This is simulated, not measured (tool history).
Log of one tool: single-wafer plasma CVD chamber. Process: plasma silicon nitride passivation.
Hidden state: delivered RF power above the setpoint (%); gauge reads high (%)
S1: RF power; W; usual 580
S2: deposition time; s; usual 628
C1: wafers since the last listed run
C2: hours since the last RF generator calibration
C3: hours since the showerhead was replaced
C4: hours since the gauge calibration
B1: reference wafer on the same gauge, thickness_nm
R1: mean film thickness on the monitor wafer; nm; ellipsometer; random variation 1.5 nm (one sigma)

{"run": 1, "hour": 0.0, "S1": 580, "S2": 628, "C1": 0, "C2": 2696.1, "C3": 2735.5, "C4": 191.1, "B1": 909.758, "R1": 974.509}
{"run": 2, "hour": 12.2, "S1": 580, "S2": 572, "C1": 46, "C2": 2708.3, "C3": 2747.7, "C4": 203.3, "B1": 909.971, "R1": 885.455}
{"run": 3, "hour": 27.0, "S1": 580, "S2": 572, "C1": 56, "C2": 2723.1, "C3": 2762.5, "C4": 218.1, "B1": 910.01, "R1": 884.126}
{"run": 4, "hour": 43.6, "S1": 580, "S2": 572, "C1": 63, "C2": 2739.7, "C3": 2779.1, "C4": 234.7, "B1": 909.91, "R1": 884.07}
{"run": 5, "hour": 60.3, "S1": 580, "S2": 628, "C1": 63, "C2": 2756.4, "C3": 2795.8, "C4": 251.4, "B1": 910.121, "R1": 968.892}
{"run": 6, "hour": 71.4, "S1": 580, "S2": 628, "C1": 42, "C2": 2767.5, "C3": 2806.9, "C4": 262.5, "B1": 909.889, "R1": 972.531}
{"run": 7, "hour": 79.3, "S1": 580, "S2": 628, "C1": 30, "C2": 2775.4, "C3": 2814.8, "C4": 270.4, "B1": 909.553, "R1": 968.764}
{"run": 8, "hour": 89.5, "S1": 525, "S2": 628, "C1": 38, "C2": 2785.6, "C3": 2825, "C4": 280.6, "B1": 909.894, "R1": 930.34}
{"run": 9, "hour": 103.3, "S1": 580, "S2": 556, "C1": 52, "C2": 2799.4, "C3": 2838.8, "C4": 294.4, "B1": 910.073, "R1": 857.961}
{"run": 10, "hour": 117.4, "S1": 580, "S2": 628, "C1": 53, "C2": 2813.5, "C3": 2852.9, "C4": 308.5, "B1": 909.789, "R1": 969.522}
{"hour": 138.5, "done": "showerhead replaced"}
{"run": 11, "hour": 139.0, "S1": 580, "S2": 628, "C1": 51, "C2": 2835.1, "C3": 0.5, "C4": 330.1, "B1": 909.917, "R1": 972.604}
{"run": 12, "hour": 147.6, "S1": 625, "S2": 628, "C1": 32, "C2": 2843.7, "C3": 9.1, "C4": 338.7, "B1": 909.809, "R1": 999.502}
{"run": 13, "hour": 158.4, "S1": 625, "S2": 628, "C1": 41, "C2": 2854.5, "C3": 19.9, "C4": 349.5, "B1": 910.166, "R1": 998.082}
{"run": 14, "hour": 165.4, "S1": 625, "S2": 628, "C1": 26, "C2": 2861.5, "C3": 26.9, "C4": 356.5, "B1": 910.17, "R1": 1001.512}
{"run": 15, "hour": 177.7, "S1": 580, "S2": 665, "C1": 47, "C2": 2873.8, "C3": 39.2, "C4": 368.8, "B1": 909.877, "R1": 1026.948}

Forecast run 16:
{"run": 16, "hour": 186.4, "S1": 580, "S2": 628, "C1": 33, "C2": 2882.5, "C3": 47.9, "C4": 377.5, "B1": "?", "R1": "?"}

Run 16 gave B1 909.851, R1 970.271 nm.
Without the tool's hidden state the same run would have given R1 1013.491 nm.

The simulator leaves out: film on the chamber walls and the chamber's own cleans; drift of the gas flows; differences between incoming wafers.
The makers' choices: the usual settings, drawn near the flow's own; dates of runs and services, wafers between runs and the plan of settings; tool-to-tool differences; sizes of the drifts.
